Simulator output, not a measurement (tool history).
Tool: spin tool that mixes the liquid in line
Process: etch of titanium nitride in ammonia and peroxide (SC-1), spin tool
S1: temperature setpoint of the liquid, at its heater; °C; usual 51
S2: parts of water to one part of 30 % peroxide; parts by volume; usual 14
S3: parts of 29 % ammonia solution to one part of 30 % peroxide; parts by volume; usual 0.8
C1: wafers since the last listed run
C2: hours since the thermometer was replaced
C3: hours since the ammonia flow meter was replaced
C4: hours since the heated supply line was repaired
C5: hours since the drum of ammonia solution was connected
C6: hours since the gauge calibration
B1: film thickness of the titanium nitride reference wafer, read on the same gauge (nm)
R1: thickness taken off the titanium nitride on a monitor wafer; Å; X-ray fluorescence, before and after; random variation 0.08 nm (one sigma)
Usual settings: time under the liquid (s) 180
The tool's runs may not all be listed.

{"run": 1, "hour": 0.0, "S1": 51, "S2": 14, "S3": 0.8, "time under the liquid (s)": 180, "C1": 0, "C2": 1259.5, "C3": 962.9, "C4": 2182.7, "C5": 92.6, "C6": 687.2, "B1": 60.03, "R1": 86.9}
{"run": 2, "hour": 82.7, "S1": 53.5, "S2": 14, "S3": 0.8, "time under the liquid (s)": 180, "C1": 320, "C2": 1342.2, "C3": 1045.6, "C4": 2265.4, "C5": 175.3, "C6": 769.9, "B1": 59.98, "R1": 101.7}
{"run": 3, "hour": 131.7, "S1": 53.5, "S2": 14, "S3": 0.8, "time under the liquid (s)": 180, "C1": 189, "C2": 1391.2, "C3": 1094.6, "C4": 2314.4, "C5": 224.3, "C6": 818.9, "B1": 59.98, "R1": 102.2}
{"run": 4, "hour": 168.4, "S1": 53.5, "S2": 14, "S3": 0.8, "time under the liquid (s)": 180, "C1": 142, "C2": 1427.9, "C3": 1131.3, "C4": 2351.1, "C5": 261, "C6": 855.6, "B1": 59.98, "R1": 102.2}
{"run": 5, "hour": 242.5, "S1": 51, "S2": 14, "S3": 0.8, "time under the liquid (s)": 180, "C1": 287, "C2": 1502, "C3": 1205.4, "C4": 2425.2, "C5": 335.1, "C6": 929.7, "B1": 60, "R1": 86.9}
{"run": 6, "hour": 328.0, "S1": 51, "S2": 14, "S3": 0.8, "time under the liquid (s)": 180, "C1": 331, "C2": 1587.5, "C3": 1290.9, "C4": 2510.7, "C5": 420.6, "C6": 1015.2, "B1": 60, "R1": 86}
{"run": 7, "hour": 394.4, "S1": 51, "S2": 14, "S3": 0.8, "time under the liquid (s)": 180, "C1": 257, "C2": 1653.9, "C3": 1357.3, "C4": 2577.1, "C5": 487, "C6": 1081.6, "B1": 59.98, "R1": 86.7}
{"hour": 398.4, "done": "new drum of ammonia solution connected"}
{"run": 8, "hour": 494.9, "S1": 51, "S2": 14, "S3": 0.8, "time under the liquid (s)": 180, "C1": 385, "C2": 1754.4, "C3": 1457.8, "C4": 2677.6, "C5": 96.5, "C6": 1182.1, "B1": 60, "R1": 85.4}
{"hour": 517.0, "done": "thermometer replaced"}
{"run": 9, "hour": 543.1, "S1": 58.5, "S2": 14, "S3": 0.8, "time under the liquid (s)": 180, "C1": 182, "C2": 26.1, "C3": 1506, "C4": 2725.8, "C5": 144.7, "C6": 1230.3, "B1": 60.01, "R1": 144.2}
{"run": 10, "hour": 646.8, "S1": 51, "S2": 14, "S3": 0.8, "time under the liquid (s)": 230, "C1": 402, "C2": 129.8, "C3": 1609.7, "C4": 2829.5, "C5": 248.4, "C6": 1334, "B1": 60.01, "R1": 110.9}
{"hour": 665.7, "done": "ammonia flow meter replaced"}
{"hour": 687.7, "done": "heated supply line repaired"}
{"run": 11, "hour": 735.4, "S1": 51, "S2": 14, "S3": 0.8, "time under the liquid (s)": 180, "C1": 335, "C2": 218.4, "C3": 69.7, "C4": 47.7, "C5": 337, "C6": 1422.6, "B1": 59.99, "R1": 85.9}
{"run": 12, "hour": 790.0, "S1": 51, "S2": 14, "S3": 0.8, "time under the liquid (s)": 285, "C1": 211, "C2": 273, "C3": 124.3, "C4": 102.3, "C5": 391.6, "C6": 1477.2, "B1": 60.01, "R1": 136.4}
{"hour": 835.1, "done": "new drum of ammonia solution connected"}
{"run": 13, "hour": 885.1, "S1": 51, "S2": 14, "S3": 0.8, "time under the liquid (s)": 130, "C1": 364, "C2": 368.1, "C3": 219.4, "C4": 197.4, "C5": 50, "C6": 1572.3, "B1": 60, "R1": 62.2}
{"run": 14, "hour": 988.4, "S1": 51, "S2": 14, "S3": 0.8, "time under the liquid (s)": 75, "C1": 400, "C2": 471.4, "C3": 322.7, "C4": 300.7, "C5": 153.3, "C6": 1675.6, "B1": 60.02, "R1": 35.8}
{"run": 15, "hour": 1093.2, "S1": 51, "S2": 14, "S3": 0.8, "time under the liquid (s)": 180, "C1": 406, "C2": 576.2, "C3": 427.5, "C4": 405.5, "C5": 258.1, "C6": 1780.4, "B1": 60.02, "R1": 86.8}
{"run": 16, "hour": 1169.6, "S1": 47.5, "S2": 16, "S3": 1.2, "time under the liquid (s)": 180, "C1": 296, "C2": 652.6, "C3": 503.9, "C4": 481.9, "C5": 334.5, "C6": 1856.8, "B1": 60.02, "R1": 67.8}
{"hour": 1172.3, "done": "gauge calibrated"}
{"run": 17, "hour": 1207.8, "S1": 51, "S2": 7.5, "S3": 1, "time under the liquid (s)": 180, "C1": 148, "C2": 690.8, "C3": 542.1, "C4": 520.1, "C5": 372.7, "C6": 35.5, "B1": 60.01, "R1": 123.3}
{"run": 18, "hour": 1255.6, "S1": 51, "S2": 14, "S3": 0.8, "time under the liquid (s)": 130, "C1": 185, "C2": 738.6, "C3": 589.9, "C4": 567.9, "C5": 420.5, "C6": 83.3, "B1": 60, "R1": 62.2}
{"hour": 1280.2, "done": "new drum of ammonia solution connected"}
{"run": 19, "hour": 1354.8, "S1": 59.5, "S2": 18, "S3": 0.9, "time under the liquid (s)": 180, "C1": 380, "C2": 837.8, "C3": 689.1, "C4": 667.1, "C5": 74.6, "C6": 182.5, "B1": 60.02, "R1": 137.7}
{"run": 20, "hour": 1462.7, "S1": 43.5, "S2": 9.5, "S3": 0.8, "time under the liquid (s)": 180, "C1": 418, "C2": 945.7, "C3": 797, "C4": 775, "C5": 182.5, "C6": 290.4, "B1": 59.98, "R1": 61.5}

Forecast run 21:
{"run": 21, "hour": 1517.9, "S1": 55.5, "S2": 9.5, "S3": 0.8, "time under the liquid (s)": 95, "C1": 214, "C2": 1000.9, "C3": 852.2, "C4": 830.2, "C5": 237.7, "C6": 345.6, "B1": "?", "R1": "?"}

Run 21 gave B1 60.03, R1 75.7 Å.
Without the tool's hidden state the same run would have given R1 75.7 Å.
